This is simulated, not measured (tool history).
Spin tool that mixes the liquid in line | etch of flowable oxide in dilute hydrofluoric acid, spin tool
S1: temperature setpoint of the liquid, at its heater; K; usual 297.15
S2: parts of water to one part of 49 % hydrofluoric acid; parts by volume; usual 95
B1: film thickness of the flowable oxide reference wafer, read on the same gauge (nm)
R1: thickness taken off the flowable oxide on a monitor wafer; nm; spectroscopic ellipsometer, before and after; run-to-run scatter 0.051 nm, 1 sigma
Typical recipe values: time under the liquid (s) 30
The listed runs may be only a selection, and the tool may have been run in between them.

run 1 hour=0.0 | S1=297.15 S2=115 time_under_the_liquid_(s)=30 | B1=29.96 | R1=11.72
run 2 hour=46.7 | S1=297.15 S2=115 time_under_the_liquid_(s)=30 | B1=29.99 | R1=11.72
run 3 hour=73.3 | S1=297.15 S2=115 time_under_the_liquid_(s)=30 | B1=29.97 | R1=11.81
run 4 hour=100.5 | S1=297.15 S2=80 time_under_the_liquid_(s)=40 | B1=29.99 | R1=23.40
run 5 hour=113.9 | S1=300.15 S2=95 time_under_the_liquid_(s)=30 | B1=30.00 | R1=16.39
-- hour=135.6 gauge calibrated
run 6 hour=144.3 | S1=300.15 S2=95 time_under_the_liquid_(s)=30 | B1=30.04 | R1=16.37
-- hour=151.6 thermometer replaced
run 7 hour=159.6 | S1=298.15 S2=95 time_under_the_liquid_(s)=30 | B1=29.95 | R1=15.03
-- hour=179.0 hydrofluoric acid flow meter replaced
run 8 hour=179.5 | S1=297.15 S2=95 time_under_the_liquid_(s)=30 | B1=30.05 | R1=12.89
run 9 hour=193.0 | S1=297.15 S2=140 time_under_the_liquid_(s)=25 | B1=29.99 | R1=6.87
run 10 hour=219.8 | S1=297.15 S2=95 time_under_the_liquid_(s)=30 | B1=30.02 | R1=12.80
run 11 hour=255.4 | S1=297.15 S2=95 time_under_the_liquid_(s)=30 | B1=29.99 | R1=12.89
run 12 hour=288.7 | S1=292.15 S2=130 time_under_the_liquid_(s)=20 | B1=30.00 | R1=4.93
run 13 hour=312.1 | S1=302.15 S2=95 time_under_the_liquid_(s)=30 | B1=30.04 | R1=15.64
run 14 hour=342.1 | S1=297.15 S2=95 time_under_the_liquid_(s)=30 | B1=30.00 | R1=12.88
run 15 hour=361.6 | S1=301.15 S2=120 time_under_the_liquid_(s)=25 | B1=29.96 | R1=9.75
run 16 hour=379.4 | S1=297.15 S2=135 time_under_the_liquid_(s)=15 | B1=29.98 | R1=4.35

Branching from run 16: 3 alternative next runs. What would each branch give?
run A hour=379.8 | S1=299.15 S2=95 time_under_the_liquid_(s)=30 | B1=? | R1=?
run B hour=379.8 | S1=294.15 S2=60 time_under_the_liquid_(s)=30 | B1=? | R1=?
run C hour=379.8 | S1=297.15 S2=125 time_under_the_liquid_(s)=30 | B1=? | R1=?

run=A B1=29.99 R1=14.08
run=B B1=29.99 R1=19.00
run=C B1=29.99 R1=9.54
Take away the tool's hidden state, keep each run's random variation, and the runs would have read:
run=A R1=13.78
run=B R1=18.62
run=C R1=9.33

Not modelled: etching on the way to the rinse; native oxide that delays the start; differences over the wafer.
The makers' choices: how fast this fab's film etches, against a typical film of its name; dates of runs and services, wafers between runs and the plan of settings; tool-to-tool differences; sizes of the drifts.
